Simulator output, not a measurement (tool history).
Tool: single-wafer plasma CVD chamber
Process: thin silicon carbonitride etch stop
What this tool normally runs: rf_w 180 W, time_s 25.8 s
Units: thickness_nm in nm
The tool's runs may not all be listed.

| run | hour | rf_w | time_s | wafers since the last listed run | hours since the last thermocouple change | hours since the last RF generator calibration | hours since the showerhead was replaced | hours since the gauge calibration | read-back reference wafer on the same gauge, thickness_nm | thickness_nm |
|---|---|---|---|---|---|---|---|---|---|---|
| 1 | 0 | 180 | 25.8 | 0 | 759.9 | 834.9 | 2940.5 | 1550.4 | 14.701 | 13.307 |
| 2 | 67.7 | 180 | 25.8 | 1248 | 827.6 | 902.6 | 3008.2 | 1618.1 | 14.707 | 13.369 |
| 3 | 130.1 | 180 | 25.8 | 1151 | 890 | 965 | 3070.6 | 1680.5 | 14.704 | 13.299 |
| 4 | 209.1 | 165 | 23.9 | 1457 | 969 | 1044 | 3149.6 | 1759.5 | 14.69 | 12.172 |
| 5 | 297 | 165 | 23.9 | 1621 | 1056.9 | 1131.9 | 3237.5 | 1847.4 | 14.691 | 12.208 |
| 6 | 394.2 | 180 | 28.1 | 1792 | 1154.1 | 1229.1 | 3334.7 | 1944.6 | 14.693 | 14.505 |
| 7 | 431 | 180 | 28.1 | 678 | 1190.9 | 1265.9 | 3371.5 | 1981.4 | 14.698 | 14.512 |
| 8 | 512.2 | 180 | 28.1 | 1497 | 1272.1 | 1347.1 | 3452.7 | 2062.6 | 14.684 | 14.436 |
| 9 | 556.2 | 180 | 25.8 | 811 | 1316.1 | 1391.1 | 3496.7 | 2106.6 | 14.711 | 13.305 |
| 10 | 606.5 | 180 | 25.8 | 927 | 1366.4 | 1441.4 | 3547 | 2156.9 | 14.705 | 13.261 |
|  | 667.3 | gauge calibrated |
| 11 | 707.4 | 180 | 25.8 | 1861 | 1467.3 | 1542.3 | 3647.9 | 40.1 | 14.712 | 13.347 |
| 12 | 774.3 | 205 | 22.4 | 1234 | 1534.2 | 1609.2 | 3714.8 | 107 | 14.708 | 11.909 |
| 13 | 826 | 180 | 25.8 | 953 | 1585.9 | 1660.9 | 3766.5 | 158.7 | 14.702 | 13.292 |
| 14 | 924 | 180 | 25.8 | 1807 | 1683.9 | 1758.9 | 3864.5 | 256.7 | 14.685 | 13.215 |
| 15 | 983.3 | 180 | 25.8 | 1093 | 1743.2 | 1818.2 | 3923.8 | 316 | 14.721 | 13.309 |
|  | 1003.9 | RF generator calibrated |
| 16 | 1078.8 | 180 | 25.8 | 1614 | 1838.7 | 74.9 | 4019.3 | 411.5 | 14.719 | 13.201 |
| 17 | 1180.9 | 160 | 29.3 | 1883 | 1940.8 | 177 | 4121.4 | 513.6 | 14.704 | 14.601 |
| 18 | 1287.5 | 150 | 25.8 | 1966 | 2047.4 | 283.6 | 4228 | 620.2 | 14.693 | 12.655 |
| 19 | 1357.7 | 200 | 30.4 | 1294 | 2117.6 | 353.8 | 4298.2 | 690.4 | 14.68 | 15.842 |
|  | 1392.7 | showerhead replaced |
|  | 1395.4 | RF generator calibrated, repeated, since the last time left the tool worse |
| 20 | 1395.9 | 180 | 28.9 | 507 | 2155.8 | 0.5 | 3.2 | 728.6 | 14.685 | 15.108 |
| 21 | 1485.8 | 210 | 28.3 | 1658 | 2245.7 | 90.4 | 93.1 | 818.5 | 14.67 | 15.218 |
| 22 | 1552.8 | 180 | 25.8 | 1235 | 2312.7 | 157.4 | 160.1 | 885.5 | 14.696 | 13.477 |

Run 23 comes next. What will it give?
| 23 | 1615.4 | 215 | 25.8 | 1154 | 2375.3 | 220 | 222.7 | 948.1 | ? | ? |

{"run 23": {"read-back reference wafer on the same gauge, thickness_nm": 14.702, "thickness_nm": 13.942}}
Had the tool carried no hidden state, the very same run would have given thickness_nm 13.962 nm.
